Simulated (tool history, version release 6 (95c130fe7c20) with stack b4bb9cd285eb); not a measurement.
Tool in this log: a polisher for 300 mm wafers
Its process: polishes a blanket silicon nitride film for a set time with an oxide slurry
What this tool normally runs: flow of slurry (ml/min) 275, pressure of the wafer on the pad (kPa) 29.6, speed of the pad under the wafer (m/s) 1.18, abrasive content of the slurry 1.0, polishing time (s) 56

| run | day | flow of slurry (ml/min) | pressure of the wafer on the pad (kPa) | speed of the pad under the wafer (m/s) | abrasive content of the slurry | polishing time (s) | wafers since the last listed run | wafers polished on this pad | hours since the slurry nozzle was cleaned | hours since the head pressure was calibrated | hours since the slurry blender was calibrated | hours since the conditioning disc was replaced | incoming thickness of the incoming film, nm | film removed (angstrom) |
|---|---|---|---|---|---|---|---|---|---|---|---|---|---|---|
| 1 | 0.000 | 275 | 29.6 | 0.98 | 1.0 | 56 | 0 | 1189 | 4.3 | 810.1 | 349.8 | 147.8 | 567.8 | 368 |
|  | 2.083 | head pressure recalibrated |
| 2 | 2.992 | 275 | 29.6 | 0.98 | 1.0 | 56 | 602 | 1791 | 76.1 | 21.8 | 421.6 | 219.6 | 561.2 | 357 |
|  | 3.625 | slurry blender recalibrated |
|  | 14.325 | worn pad replaced by a new one |
|  | 14.583 | conditioning disc replaced and pad reconditioned |
| 3 | 16.196 | 300 | 29.6 | 1.18 | 1.0 | 56 | 2664 | 370 | 393.0 | 338.7 | 301.7 | 38.7 | 560.8 | 443 |
| 4 | 19.446 | 300 | 29.6 | 1.18 | 1.0 | 56 | 672 | 1043 | 471.0 | 416.7 | 379.7 | 116.7 | 559.9 | 435 |
|  | 22.417 | slurry nozzle cleaned |
|  | 22.846 | slurry blender recalibrated |
| 5 | 23.883 | 275 | 29.6 | 1.48 | 1.0 | 56 | 892 | 1936 | 35.2 | 523.2 | 24.9 | 223.2 | 568.0 | 481 |
| 6 | 29.838 | 275 | 29.6 | 1.48 | 1.0 | 56 | 1232 | 3168 | 178.1 | 666.1 | 167.8 | 366.1 | 563.0 | 472 |
|  | 31.412 | conditioning disc replaced and pad reconditioned |
|  | 31.746 | worn pad replaced by a new one |
| 7 | 33.867 | 340 | 29.6 | 1.18 | 0.8 | 56 | 782 | 438 | 274.8 | 762.8 | 264.5 | 58.9 | 555.2 | 367 |
| 8 | 38.012 | 275 | 22.1 | 1.18 | 0.9 | 56 | 858 | 1297 | 374.3 | 862.3 | 364.0 | 158.4 | 560.1 | 324 |
|  | 38.796 | head pressure recalibrated |
| 9 | 40.971 | 275 | 22.1 | 1.18 | 0.9 | 56 | 595 | 1892 | 445.3 | 52.2 | 435.0 | 229.4 | 553.0 | 318 |
|  | 41.579 | slurry blender recalibrated |
| 10 | 42.812 | 275 | 22.1 | 1.18 | 0.9 | 56 | 364 | 2256 | 489.5 | 96.4 | 29.6 | 273.6 | 566.4 | 319 |
|  | 45.479 | slurry nozzle cleaned |
| 11 | 46.962 | 275 | 29.6 | 1.18 | 1.0 | 56 | 850 | 3107 | 35.6 | 196.0 | 129.2 | 373.2 | 561.1 | 386 |
|  | 49.671 | worn pad replaced by a new one |
|  | 49.704 | conditioning disc replaced and pad reconditioned |
| 12 | 50.233 | 240 | 29.6 | 1.18 | 0.8 | 56 | 635 | 109 | 114.1 | 274.5 | 207.7 | 12.7 | 557.4 | 370 |
| 13 | 53.975 | 275 | 29.6 | 1.18 | 1.0 | 56 | 774 | 883 | 203.9 | 364.3 | 297.5 | 102.5 | 552.0 | 427 |
|  | 62.912 | slurry blender recalibrated |
| 14 | 63.092 | 325 | 40.0 | 1.32 | 1.0 | 44 | 1870 | 2754 | 422.7 | 583.1 | 4.3 | 321.3 | 559.5 | 421 |
| 15 | 66.492 | 350 | 29.6 | 1.18 | 1.0 | 56 | 703 | 3458 | 504.3 | 664.7 | 85.9 | 402.9 | 558.9 | 390 |
|  | 67.562 | slurry nozzle cleaned |
| 16 | 69.367 | 275 | 37.9 | 0.90 | 1.0 | 56 | 586 | 4044 | 43.3 | 733.7 | 154.9 | 471.9 | 556.8 | 351 |
|  | 70.188 | worn pad replaced by a new one |
|  | 70.475 | conditioning disc replaced and pad reconditioned |
|  | 73.646 | head pressure recalibrated |
| 17 | 73.867 | 275 | 20.0 | 1.18 | 0.8 | 56 | 862 | 727 | 151.3 | 5.3 | 262.9 | 81.4 | 565.4 | 286 |
| 18 | 76.700 | 300 | 29.6 | 1.18 | 1.0 | 56 | 586 | 1314 | 219.3 | 73.3 | 330.9 | 149.4 | 554.5 | 426 |
| 19 | 79.050 | 250 | 25.5 | 1.18 | 1.0 | 56 | 486 | 1800 | 275.7 | 129.7 | 387.3 | 205.8 | 554.0 | 364 |
|  | 83.779 | slurry blender recalibrated |
| 20 | 86.825 | 275 | 29.6 | 1.18 | 1.1 | 56 | 1592 | 3393 | 462.3 | 316.3 | 73.1 | 392.4 | 549.8 | 403 |

Expected results for the next run?
|  | 87.075 | conditioning disc replaced and pad reconditioned |
|  | 87.346 | worn pad replaced by a new one |
| 21 | 88.721 | 275 | 29.6 | 1.18 | 1.0 | 56 | 340 | 284 | 507.8 | 361.8 | 118.6 | 39.5 | 573.1 | ? |

Logged for run 21: film removed (angstrom) 439.
With no hidden state in the tool, this same run would have given film removed (angstrom) 446.
